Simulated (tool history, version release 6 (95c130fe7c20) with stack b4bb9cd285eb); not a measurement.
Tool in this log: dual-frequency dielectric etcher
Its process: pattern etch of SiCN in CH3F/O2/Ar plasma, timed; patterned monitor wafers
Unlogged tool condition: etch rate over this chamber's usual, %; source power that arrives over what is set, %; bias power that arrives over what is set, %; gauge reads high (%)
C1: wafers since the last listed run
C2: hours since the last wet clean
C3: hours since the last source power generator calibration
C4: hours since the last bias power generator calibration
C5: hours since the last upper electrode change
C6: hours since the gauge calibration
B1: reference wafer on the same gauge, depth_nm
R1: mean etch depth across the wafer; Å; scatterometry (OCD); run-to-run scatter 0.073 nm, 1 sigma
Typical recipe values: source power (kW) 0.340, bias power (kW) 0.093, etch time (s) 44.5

run 1 hour=0.0 | source_power_(kW)=0.340 bias_power_(kW)=0.093 etch_time_(s)=44.5 | C1=0 C2=14.0 C3=3045.5 C4=2429.8 C5=3965.6 C6=440.4 | B1=17.29 | R1=162.0
run 2 hour=67.7 | source_power_(kW)=0.340 bias_power_(kW)=0.093 etch_time_(s)=44.5 | C1=638 C2=81.7 C3=3113.2 C4=2497.5 C5=4033.3 C6=508.1 | B1=17.29 | R1=162.6
run 3 hour=115.6 | source_power_(kW)=0.340 bias_power_(kW)=0.093 etch_time_(s)=44.5 | C1=451 C2=129.6 C3=3161.1 C4=2545.4 C5=4081.2 C6=556.0 | B1=17.30 | R1=162.1
-- hour=126.0 source power generator calibrated
run 4 hour=173.5 | source_power_(kW)=0.340 bias_power_(kW)=0.093 etch_time_(s)=44.5 | C1=508 C2=187.5 C3=47.5 C4=2603.3 C5=4139.1 C6=613.9 | B1=17.28 | R1=163.2
run 5 hour=219.0 | source_power_(kW)=0.340 bias_power_(kW)=0.093 etch_time_(s)=44.5 | C1=428 C2=233.0 C3=93.0 C4=2648.8 C5=4184.6 C6=659.4 | B1=17.29 | R1=162.3
run 6 hour=251.6 | source_power_(kW)=0.340 bias_power_(kW)=0.093 etch_time_(s)=44.5 | C1=307 C2=265.6 C3=125.6 C4=2681.4 C5=4217.2 C6=692.0 | B1=17.31 | R1=162.1
run 7 hour=302.7 | source_power_(kW)=0.340 bias_power_(kW)=0.093 etch_time_(s)=44.5 | C1=481 C2=316.7 C3=176.7 C4=2732.5 C5=4268.3 C6=743.1 | B1=17.30 | R1=161.3
-- hour=362.5 bias power generator calibrated
run 8 hour=362.9 | source_power_(kW)=0.340 bias_power_(kW)=0.093 etch_time_(s)=44.5 | C1=529 C2=376.9 C3=236.9 C4=0.4 C5=4328.5 C6=803.3 | B1=17.30 | R1=162.8
run 9 hour=402.4 | source_power_(kW)=0.290 bias_power_(kW)=0.078 etch_time_(s)=44.5 | C1=372 C2=416.4 C3=276.4 C4=39.9 C5=4368.0 C6=842.8 | B1=17.28 | R1=139.6
-- hour=478.9 wet clean of the chamber
run 10 hour=479.4 | source_power_(kW)=0.360 bias_power_(kW)=0.081 etch_time_(s)=44.5 | C1=499 C2=0.5 C3=353.4 C4=116.9 C5=4445.0 C6=919.8 | B1=17.33 | R1=156.1
run 11 hour=522.7 | source_power_(kW)=0.380 bias_power_(kW)=0.071 etch_time_(s)=37.0 | C1=408 C2=43.8 C3=396.7 C4=160.2 C5=4488.3 C6=963.1 | B1=17.31 | R1=126.6
run 12 hour=585.5 | source_power_(kW)=0.340 bias_power_(kW)=0.093 etch_time_(s)=44.5 | C1=592 C2=106.6 C3=459.5 C4=223.0 C5=4551.1 C6=1025.9 | B1=17.29 | R1=162.2
run 13 hour=638.6 | source_power_(kW)=0.340 bias_power_(kW)=0.093 etch_time_(s)=44.5 | C1=500 C2=159.7 C3=512.6 C4=276.1 C5=4604.2 C6=1079.0 | B1=17.31 | R1=163.3
-- hour=679.8 upper electrode replaced
run 14 hour=680.3 | source_power_(kW)=0.280 bias_power_(kW)=0.093 etch_time_(s)=33.5 | C1=166 C2=201.4 C3=554.3 C4=317.8 C5=0.5 C6=1120.7 | B1=17.29 | R1=112.6
run 15 hour=709.4 | source_power_(kW)=0.340 bias_power_(kW)=0.093 etch_time_(s)=44.5 | C1=274 C2=230.5 C3=583.4 C4=346.9 C5=29.6 C6=1149.8 | B1=17.30 | R1=161.3
run 16 hour=747.2 | source_power_(kW)=0.340 bias_power_(kW)=0.076 etch_time_(s)=51.0 | C1=356 C2=268.3 C3=621.2 C4=384.7 C5=67.4 C6=1187.6 | B1=17.30 | R1=170.0
run 17 hour=812.7 | source_power_(kW)=0.280 bias_power_(kW)=0.112 etch_time_(s)=34.0 | C1=617 C2=333.8 C3=686.7 C4=450.2 C5=132.9 C6=1253.1 | B1=17.32 | R1=124.1
-- hour=816.2 gauge calibrated
run 18 hour=837.4 | source_power_(kW)=0.340 bias_power_(kW)=0.074 etch_time_(s)=44.5 | C1=232 C2=358.5 C3=711.4 C4=474.9 C5=157.6 C6=21.2 | B1=17.31 | R1=146.9
run 19 hour=876.4 | source_power_(kW)=0.370 bias_power_(kW)=0.093 etch_time_(s)=44.5 | C1=367 C2=397.5 C3=750.4 C4=513.9 C5=196.6 C6=60.2 | B1=17.29 | R1=167.6
run 20 hour=937.2 | source_power_(kW)=0.400 bias_power_(kW)=0.103 etch_time_(s)=35.5 | C1=573 C2=458.3 C3=811.2 C4=574.7 C5=257.4 C6=121.0 | B1=17.29 | R1=143.7
-- hour=963.2 wet clean of the chamber
run 21 hour=990.8 | source_power_(kW)=0.340 bias_power_(kW)=0.080 etch_time_(s)=44.5 | C1=279 C2=27.6 C3=864.8 C4=628.3 C5=311.0 C6=174.6 | B1=17.28 | R1=151.1
run 22 hour=1171.2 | source_power_(kW)=0.340 bias_power_(kW)=0.108 etch_time_(s)=48.0 | C1=1700 C2=208.0 C3=1045.2 C4=808.7 C5=491.4 C6=355.0 | B1=17.30 | R1=186.0
run 23 hour=1218.3 | source_power_(kW)=0.400 bias_power_(kW)=0.110 etch_time_(s)=48.0 | C1=444 C2=255.1 C3=1092.3 C4=855.8 C5=538.5 C6=402.1 | B1=17.28 | R1=202.5
run 24 hour=1242.5 | source_power_(kW)=0.340 bias_power_(kW)=0.108 etch_time_(s)=48.0 | C1=228 C2=279.3 C3=1116.5 C4=880.0 C5=562.7 C6=426.3 | B1=17.31 | R1=186.7
run 25 hour=1293.9 | source_power_(kW)=0.340 bias_power_(kW)=0.093 etch_time_(s)=44.5 | C1=484 C2=330.7 C3=1167.9 C4=931.4 C5=614.1 C6=477.7 | B1=17.31 | R1=162.3
run 26 hour=1354.9 | source_power_(kW)=0.340 bias_power_(kW)=0.093 etch_time_(s)=52.0 | C1=575 C2=391.7 C3=1228.9 C4=992.4 C5=675.1 C6=538.7 | B1=17.30 | R1=188.9
run 27 hour=1401.2 | source_power_(kW)=0.280 bias_power_(kW)=0.111 etch_time_(s)=40.5 | C1=436 C2=438.0 C3=1275.2 C4=1038.7 C5=721.4 C6=585.0 | B1=17.31 | R1=145.8
-- hour=1459.5 wet clean of the chamber
run 28 hour=1472.9 | source_power_(kW)=0.310 bias_power_(kW)=0.083 etch_time_(s)=49.0 | C1=449 C2=13.4 C3=1346.9 C4=1110.4 C5=793.1 C6=656.7 | B1=17.31 | R1=162.7
run 29 hour=1531.0 | source_power_(kW)=0.340 bias_power_(kW)=0.093 etch_time_(s)=44.5 | C1=547 C2=71.5 C3=1405.0 C4=1168.5 C5=851.2 C6=714.8 | B1=17.31 | R1=164.0

What differs in the tool's unlogged condition from the final listed run ahead of each entry between runs to the first listed run following it?
Logged between run 3 and run 4: source power generator calibrated (hour 126.0)
  no hidden state differs between the two runs
Logged between run 7 and run 8: bias power generator calibrated (hour 362.5)
  no hidden state differs between the two runs
Logged between run 9 and run 10: wet clean of the chamber (hour 478.9)
  no hidden state differs between the two runs
Logged between run 13 and run 14: upper electrode replaced (hour 679.8)
  no hidden state differs between the two runs
Logged between run 17 and run 18: gauge calibrated (hour 816.2)
  no hidden state differs between the two runs
Logged between run 20 and run 21: wet clean of the chamber (hour 963.2)
  no hidden state differs between the two runs
Logged between run 27 and run 28: wet clean of the chamber (hour 1459.5)
  no hidden state differs between the two runs
